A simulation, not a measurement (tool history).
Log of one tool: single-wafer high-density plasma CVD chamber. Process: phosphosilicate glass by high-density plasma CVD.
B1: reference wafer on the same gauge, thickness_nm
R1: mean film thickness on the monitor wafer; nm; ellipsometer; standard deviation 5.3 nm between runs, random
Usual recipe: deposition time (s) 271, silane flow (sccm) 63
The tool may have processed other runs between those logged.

{"run": 1, "hour": 0.0, "deposition time (s)": 271, "silane flow (sccm)": 60, "B1": 1439.591, "R1": 1423.14}
{"run": 2, "hour": 26.9, "deposition time (s)": 271, "silane flow (sccm)": 60, "B1": 1439.944, "R1": 1403.303}
{"run": 3, "hour": 68.9, "deposition time (s)": 271, "silane flow (sccm)": 57, "B1": 1439.865, "R1": 1361.166}
{"run": 4, "hour": 111.7, "deposition time (s)": 271, "silane flow (sccm)": 57, "B1": 1439.521, "R1": 1361.038}
{"run": 5, "hour": 139.7, "deposition time (s)": 271, "silane flow (sccm)": 63, "B1": 1439.952, "R1": 1451.6}
{"run": 6, "hour": 170.8, "deposition time (s)": 271, "silane flow (sccm)": 63, "B1": 1439.81, "R1": 1466.063}
{"run": 7, "hour": 222.1, "deposition time (s)": 271, "silane flow (sccm)": 63, "B1": 1440.779, "R1": 1458.897}
{"run": 8, "hour": 365.6, "deposition time (s)": 271, "silane flow (sccm)": 63, "B1": 1438.693, "R1": 1460.008}
{"run": 9, "hour": 430.4, "deposition time (s)": 271, "silane flow (sccm)": 63, "B1": 1439.062, "R1": 1456.096}
{"run": 10, "hour": 472.6, "deposition time (s)": 271, "silane flow (sccm)": 63, "B1": 1439.304, "R1": 1448.64}
{"run": 11, "hour": 534.7, "deposition time (s)": 271, "silane flow (sccm)": 63, "B1": 1439.786, "R1": 1449.315}
{"hour": 598.9, "done": "silane flow controller replaced"}
{"run": 12, "hour": 599.4, "deposition time (s)": 271, "silane flow (sccm)": 63, "B1": 1440.89, "R1": 1510.675}
{"run": 13, "hour": 633.4, "deposition time (s)": 271, "silane flow (sccm)": 63, "B1": 1440.657, "R1": 1522.833}
{"run": 14, "hour": 699.6, "deposition time (s)": 271, "silane flow (sccm)": 63, "B1": 1439.029, "R1": 1512.153}
{"run": 15, "hour": 757.8, "deposition time (s)": 271, "silane flow (sccm)": 63, "B1": 1439.824, "R1": 1501.479}
{"run": 16, "hour": 796.0, "deposition time (s)": 271, "silane flow (sccm)": 63, "B1": 1439.101, "R1": 1514.57}
{"run": 17, "hour": 856.3, "deposition time (s)": 246, "silane flow (sccm)": 70, "B1": 1438.802, "R1": 1479.117}
{"run": 18, "hour": 915.3, "deposition time (s)": 271, "silane flow (sccm)": 63, "B1": 1440.066, "R1": 1523.196}
{"run": 19, "hour": 956.3, "deposition time (s)": 324, "silane flow (sccm)": 73, "B1": 1439.167, "R1": 2009.473}
{"run": 20, "hour": 1000.3, "deposition time (s)": 293, "silane flow (sccm)": 59, "B1": 1439.124, "R1": 1567.755}
{"run": 21, "hour": 1052.1, "deposition time (s)": 308, "silane flow (sccm)": 53, "B1": 1439.48, "R1": 1530.057}
{"run": 22, "hour": 1100.7, "deposition time (s)": 271, "silane flow (sccm)": 63, "B1": 1438.737, "R1": 1506.934}
{"run": 23, "hour": 1169.8, "deposition time (s)": 222, "silane flow (sccm)": 71, "B1": 1439.037, "R1": 1346.715}
{"hour": 1225.9, "done": "gauge calibrated"}
{"run": 24, "hour": 1236.1, "deposition time (s)": 271, "silane flow (sccm)": 72, "B1": 1439.963, "R1": 1655.636}
{"run": 25, "hour": 1295.4, "deposition time (s)": 219, "silane flow (sccm)": 69, "B1": 1440.817, "R1": 1288.404}
{"run": 26, "hour": 1387.3, "deposition time (s)": 271, "silane flow (sccm)": 63, "B1": 1439.407, "R1": 1499.766}
{"run": 27, "hour": 1436.6, "deposition time (s)": 300, "silane flow (sccm)": 71, "B1": 1442.151, "R1": 1817.708}
{"run": 28, "hour": 1484.2, "deposition time (s)": 251, "silane flow (sccm)": 58, "B1": 1439.54, "R1": 1311.809}
{"run": 29, "hour": 1539.5, "deposition time (s)": 313, "silane flow (sccm)": 66, "B1": 1440.176, "R1": 1794.617}
{"run": 30, "hour": 1645.3, "deposition time (s)": 271, "silane flow (sccm)": 63, "B1": 1440.972, "R1": 1500.184}
{"run": 31, "hour": 1674.4, "deposition time (s)": 232, "silane flow (sccm)": 70, "B1": 1439.481, "R1": 1383.99}
{"run": 32, "hour": 1728.8, "deposition time (s)": 250, "silane flow (sccm)": 63, "B1": 1439.887, "R1": 1383.504}
{"run": 33, "hour": 1765.6, "deposition time (s)": 299, "silane flow (sccm)": 52, "B1": 1440.003, "R1": 1450.289}

Predict each of these 5 candidate next runs independently; none follows another, all start after run 33:
{"run": "A", "hour": 1766.1, "deposition time (s)": 271, "silane flow (sccm)": 63, "B1": "?", "R1": "?"}
{"run": "B", "hour": 1766.1, "deposition time (s)": 295, "silane flow (sccm)": 59, "B1": "?", "R1": "?"}
{"run": "C", "hour": 1766.1, "deposition time (s)": 224, "silane flow (sccm)": 54, "B1": "?", "R1": "?"}
{"run": "D", "hour": 1766.1, "deposition time (s)": 243, "silane flow (sccm)": 63, "B1": "?", "R1": "?"}
{"run": "E", "hour": 1766.1, "deposition time (s)": 323, "silane flow (sccm)": 68, "B1": "?", "R1": "?"}

run=A B1=1438.348 R1=1496.244
run=B B1=1438.348 R1=1555.798
run=C B1=1438.348 R1=1112.107
run=D B1=1438.348 R1=1341.65
run=E B1=1438.348 R1=1883.194
What these runs would have given with no unlogged condition in the tool:
run=A R1=1514.516
run=B R1=1574.798
run=C R1=1125.688
run=D R1=1358.034
run=E R1=1906.191

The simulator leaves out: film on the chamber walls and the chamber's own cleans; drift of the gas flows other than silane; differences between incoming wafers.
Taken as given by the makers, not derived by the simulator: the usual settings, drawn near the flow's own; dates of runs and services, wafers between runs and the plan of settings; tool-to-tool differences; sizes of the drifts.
